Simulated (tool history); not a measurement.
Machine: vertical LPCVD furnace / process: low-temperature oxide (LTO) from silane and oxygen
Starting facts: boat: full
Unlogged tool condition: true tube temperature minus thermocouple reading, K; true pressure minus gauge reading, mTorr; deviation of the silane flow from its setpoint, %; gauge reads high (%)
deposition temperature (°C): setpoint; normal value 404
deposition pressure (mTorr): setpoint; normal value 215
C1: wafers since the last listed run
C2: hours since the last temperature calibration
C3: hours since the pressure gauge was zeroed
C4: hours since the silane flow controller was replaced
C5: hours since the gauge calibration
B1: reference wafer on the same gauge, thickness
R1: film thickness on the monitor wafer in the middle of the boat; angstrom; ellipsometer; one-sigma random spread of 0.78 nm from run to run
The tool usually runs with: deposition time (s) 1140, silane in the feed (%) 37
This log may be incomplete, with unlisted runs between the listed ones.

Run 1, hour 0: usual settings but silane in the feed (%) 40; C1 0; C2 3495.8; C3 1158.2; C4 5764.1; C5 31.2; B1 142.12. Result: R1 1653.7 angstrom.
Run 2, hour 26: usual settings; C1 480; C2 3521.8; C3 1184.2; C4 5790.1; C5 57.2; B1 141.97. Result: R1 1504.4 angstrom.
Run 3, hour 57.8: usual settings; C1 587; C2 3553.6; C3 1216; C4 5821.9; C5 89; B1 141.9. Result: R1 1513.4 angstrom.
Run 4, hour 76.6: usual settings; C1 347; C2 3572.4; C3 1234.8; C4 5840.7; C5 107.8; B1 141.93. Result: R1 1494.2 angstrom.
Run 5, hour 89.1: usual settings; C1 231; C2 3584.9; C3 1247.3; C4 5853.2; C5 120.3; B1 141.79. Result: R1 1506.3 angstrom.
Run 6, hour 114.7: usual settings; C1 473; C2 3610.5; C3 1272.9; C4 5878.8; C5 145.9; B1 142.06. Result: R1 1511.9 angstrom.
Run 7, hour 140.9: usual settings; C1 484; C2 3636.7; C3 1299.1; C4 5905; C5 172.1; B1 142.03. Result: R1 1495.2 angstrom.
Run 8, hour 171.4: usual settings; C1 563; C2 3667.2; C3 1329.6; C4 5935.5; C5 202.6; B1 142.06. Result: R1 1505 angstrom.
Run 9, hour 188.3: usual settings; C1 312; C2 3684.1; C3 1346.5; C4 5952.4; C5 219.5; B1 141.95. Result: R1 1499.8 angstrom.
Run 10, hour 275.8: usual settings; C1 1617; C2 3771.6; C3 1434; C4 6039.9; C5 307; B1 141.8. Result: R1 1508.8 angstrom.
Run 11, hour 296.9: usual settings; C1 390; C2 3792.7; C3 1455.1; C4 6061; C5 328.1; B1 142.18. Result: R1 1499.3 angstrom.
Run 12, hour 313.7: usual settings; C1 310; C2 3809.5; C3 1471.9; C4 6077.8; C5 344.9; B1 141.88. Result: R1 1505 angstrom.
At hour 331.9: gauge calibrated.
At hour 338.2: silane flow controller replaced.
Run 13, hour 348.4: usual settings but deposition time (s) 930; C1 197; C2 3844.2; C3 1506.6; C4 10.2; C5 16.5; B1 141.85. Result: R1 1235.3 angstrom.
At hour 391.4: thermocouples replaced and temperature profile calibrated.
Run 14, hour 391.9: usual settings but deposition time (s) 930; C1 360; C2 0.5; C3 1550.1; C4 53.7; C5 60; B1 141.98. Result: R1 1223.4 angstrom.
Run 15, hour 407.3: usual settings but deposition temperature (°C) 409, deposition time (s) 1020; C1 284; C2 15.9; C3 1565.5; C4 69.1; C5 75.4; B1 142.05. Result: R1 1411.7 angstrom.
At hour 451: pressure gauge zeroed.
Run 16, hour 451.5: usual settings; C1 373; C2 60.1; C3 0.5; C4 113.3; C5 119.6; B1 142.17. Result: R1 1558 angstrom.
Run 17, hour 466.7: usual settings but deposition temperature (°C) 399, deposition time (s) 1290, silane in the feed (%) 42; C1 280; C2 75.3; C3 15.7; C4 128.5; C5 134.8; B1 141.85. Result: R1 1967.1 angstrom.
Run 18, hour 557: usual settings but deposition pressure (mTorr) 170, silane in the feed (%) 33; C1 1669; C2 165.6; C3 106; C4 218.8; C5 225.1; B1 141.86. Result: R1 1060.1 angstrom.
Run 19, hour 584.5: usual settings but deposition pressure (mTorr) 185, deposition time (s) 780; C1 508; C2 193.1; C3 133.5; C4 246.3; C5 252.6; B1 142.06. Result: R1 918.3 angstrom.
Run 20, hour 608.9: usual settings; C1 451; C2 217.5; C3 157.9; C4 270.7; C5 277; B1 142.03. Result: R1 1572.2 angstrom.
Run 21, hour 635.5: usual settings but deposition pressure (mTorr) 260, deposition time (s) 930; C1 491; C2 244.1; C3 184.5; C4 297.3; C5 303.6; B1 141.94. Result: R1 1554 angstrom.
Run 22, hour 660: usual settings but deposition temperature (°C) 397, deposition time (s) 990, silane in the feed (%) 43; C1 452; C2 268.6; C3 209; C4 321.8; C5 328.1; B1 142.26. Result: R1 1489.7 angstrom.
Run 23, hour 684.4: usual settings; C1 451; C2 293; C3 233.4; C4 346.2; C5 352.5; B1 141.95. Result: R1 1555.3 angstrom.
Run 24, hour 698.5: usual settings but deposition temperature (°C) 397, deposition time (s) 960; C1 260; C2 307.1; C3 247.5; C4 360.3; C5 366.6; B1 142.05. Result: R1 1215.1 angstrom.
Run 25, hour 715: usual settings; C1 305; C2 323.6; C3 264; C4 376.8; C5 383.1; B1 141.74. Result: R1 1545.8 angstrom.
Run 26, hour 745.7: usual settings but deposition temperature (°C) 398; C1 567; C2 354.3; C3 294.7; C4 407.5; C5 413.8; B1 142.12. Result: R1 1440.3 angstrom.
Run 27, hour 774.2: usual settings but deposition time (s) 1590, silane in the feed (%) 30; C1 526; C2 382.8; C3 323.2; C4 436; C5 442.3; B1 141.9. Result: R1 1611.5 angstrom.
At hour 791.4: gauge calibrated.
Run 28, hour 792.1: usual settings; C1 330; C2 400.7; C3 341.1; C4 453.9; C5 0.7; B1 141.72. Result: R1 1559.2 angstrom.

State the hidden condition of the tool at each of the runs:
true tube temperature minus thermocouple reading, K: 0 on each run
deviation of the silane flow from its setpoint, %: 0 on each run
gauge reads high (%): 0 on each run
H1: true pressure minus gauge reading, mTorr
run      H1
  1   -7.83
  2   -7.88
  3   -7.94
  4   -7.97
  5   -7.99
  6   -8.03
  7   -8.08
  8   -8.12
  9   -8.15
 10   -8.26
 11   -8.29
 12   -8.31
 13   -8.34
 14   -8.39
 15    -8.4
 16    1.01
 17   0.764
 18   -0.58
 19  -0.948
 20   -1.26
 21   -1.58
 22   -1.87
 23   -2.14
 24   -2.29
 25   -2.46
 26   -2.77
 27   -3.04
 28    -3.2

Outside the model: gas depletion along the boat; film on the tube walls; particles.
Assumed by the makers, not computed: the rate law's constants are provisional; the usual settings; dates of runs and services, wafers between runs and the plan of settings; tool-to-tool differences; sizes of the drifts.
